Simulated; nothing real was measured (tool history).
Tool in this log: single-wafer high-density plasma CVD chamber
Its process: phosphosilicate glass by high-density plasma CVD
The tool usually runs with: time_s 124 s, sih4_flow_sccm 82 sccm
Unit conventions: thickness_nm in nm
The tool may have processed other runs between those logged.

run	day	time_s	sih4_flow_sccm	read-back reference wafer on the same gauge, thickness_nm	thickness_nm
1	0	124	82	1301.114	1207.843
2	2.183	124	82	1300.462	1202.429
3	5.2	124	82	1299.173	1204.625
4	7.546	124	82	1297.18	1202.766
5	10.942	124	90	1295.684	1316.89
6	15.05	140	77	1294.441	1268.499
7	18.383	124	82	1292.77	1192.233
8	22.283	136	82	1290.812	1308.581
9	26.771	136	82	1287.46	1298.603
10	28.962	136	82	1285.248	1313.327
11	30.688	124	82	1285.264	1184.109
12	34.812	106	78	1281.776	968.765
# day 35.35: silane flow controller replaced
13	38.417	124	71	1278.598	1021.033
14	41.596	113	82	1275.341	1069.727
15	43.288	113	82	1273.482	1077.8
16	47.296	124	82	1268.543	1170.022
17	49.525	133	82	1266.852	1253.652
18	53.233	133	82	1263.691	1263.418
19	56.704	124	82	1259.419	1165.033
20	60.958	103	98	1255.595	1148.544
21	63.421	100	74	1250.806	838.54
# day 65.704: gauge calibrated
22	67.825	124	82	1311.677	1211.094
23	70.096	104	67	1310.997	835.852
24	72.196	139	76	1312.045	1251.179
25	75.338	124	98	1310.557	1443.633
26	79.446	101	96	1309.719	1154.076
27	83.538	124	82	1309.233	1217.192
28	87.725	139	76	1308.135	1247.463
29	90.775	116	93	1307.188	1286.453
30	92.471	100	97	1305.713	1146.352
# day 92.962: silane flow controller replaced
31	94.692	124	94	1304.59	1389.816
32	100.275	124	82	1302.175	1210.564
33	102.788	102	96	1301.55	1154.792
34	106.05	114	70	1299.879	940.773
35	110.167	124	87	1296.106	1271.677
36	112.85	124	82	1294.251	1188.27
37	114.438	124	82	1292.99	1197.959
38	116.538	124	82	1291.732	1186.208

What was the tool's hidden state at every run in the log?
delivered silane flow above the setpoint (%): 0 across all the runs
H1: gauge reads high (%)
run	H1
1	-0.656
2	-0.71
3	-0.794
4	-0.866
5	-0.983
6	-1.14
7	-1.29
8	-1.47
9	-1.71
10	-1.83
11	-1.93
12	-2.19
13	-2.43
14	-2.66
15	-2.78
16	-3.09
17	-3.27
18	-3.58
19	-3.89
20	-4.29
21	-4.53
22	0.139
23	0.131
24	0.117
25	0.0871
26	0.0301
27	-0.0465
28	-0.146
29	-0.231
30	-0.283
31	-0.356
32	-0.567
33	-0.674
34	-0.824
35	-1.03
36	-1.18
37	-1.27
38	-1.39
